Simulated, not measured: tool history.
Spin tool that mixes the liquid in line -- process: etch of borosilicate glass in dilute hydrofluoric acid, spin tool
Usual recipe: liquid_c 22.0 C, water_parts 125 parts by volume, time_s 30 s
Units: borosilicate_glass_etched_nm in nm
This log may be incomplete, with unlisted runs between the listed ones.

run	hour	liquid_c	water_parts	time_s	read-back film thickness of the borosilicate glass reference wafer, read on the same gauge (nm)	borosilicate_glass_etched_nm
1	0.0	25.5	125	30	50.03	13.32
2	42.9	25.5	125	30	49.97	13.33
3	100.0	22.0	125	30	50.00	11.70
4	170.4	22.0	125	30	49.94	11.69
5	234.7	22.0	125	30	50.05	11.67
6	282.9	22.0	125	30	49.99	11.77
7	340.2	22.0	125	30	49.97	11.65
8	368.1	22.0	125	30	50.01	11.66
9	392.5	23.5	160	30	49.98	9.30
# hour 405.8: thermometer replaced
10	418.4	23.5	160	30	50.01	9.32
11	465.3	22.0	125	30	50.01	11.66
12	516.3	22.0	125	30	50.02	11.72
13	573.9	26.0	125	30	49.98	13.50
14	636.2	18.0	90	15	50.05	7.13
# hour 649.5: hydrofluoric acid flow meter replaced
# hour 696.9: gauge calibrated
15	701.1	22.0	125	20	49.97	7.78
16	741.2	24.0	90	35	50.01	21.25
17	803.2	22.0	70	30	49.99	22.08
18	872.2	24.5	180	15	50.01	4.18
19	923.9	22.0	125	30	50.01	11.72
20	955.3	18.5	125	30	50.00	10.10
21	1006.8	22.0	125	30	50.02	11.73
22	1196.1	22.0	125	30	50.02	11.65
23	1257.7	18.5	170	25	50.01	5.96
24	1301.9	24.0	110	50	50.03	24.48

Consider 4 possible next runs. They are alternatives, not a sequence: every one starts from the tool as it was left by run 24. What does each give?
A	1302.3	22.0	125	40	?	?
B	1302.3	24.5	125	30	?	?
C	1302.3	19.5	170	30	?	?
D	1302.3	18.5	150	15	?	?

run	read-back film thickness of the borosilicate glass reference wafer, read on the same gauge (nm)	borosilicate_glass_etched_nm
A	50.04	15.61
B	50.04	12.92
C	50.04	7.44
D	50.04	4.13
The same runs, with their run-to-run variation unchanged, on a tool lacking any hidden condition would have given:
run	borosilicate_glass_etched_nm
A	15.61
B	12.92
C	7.44
D	4.13

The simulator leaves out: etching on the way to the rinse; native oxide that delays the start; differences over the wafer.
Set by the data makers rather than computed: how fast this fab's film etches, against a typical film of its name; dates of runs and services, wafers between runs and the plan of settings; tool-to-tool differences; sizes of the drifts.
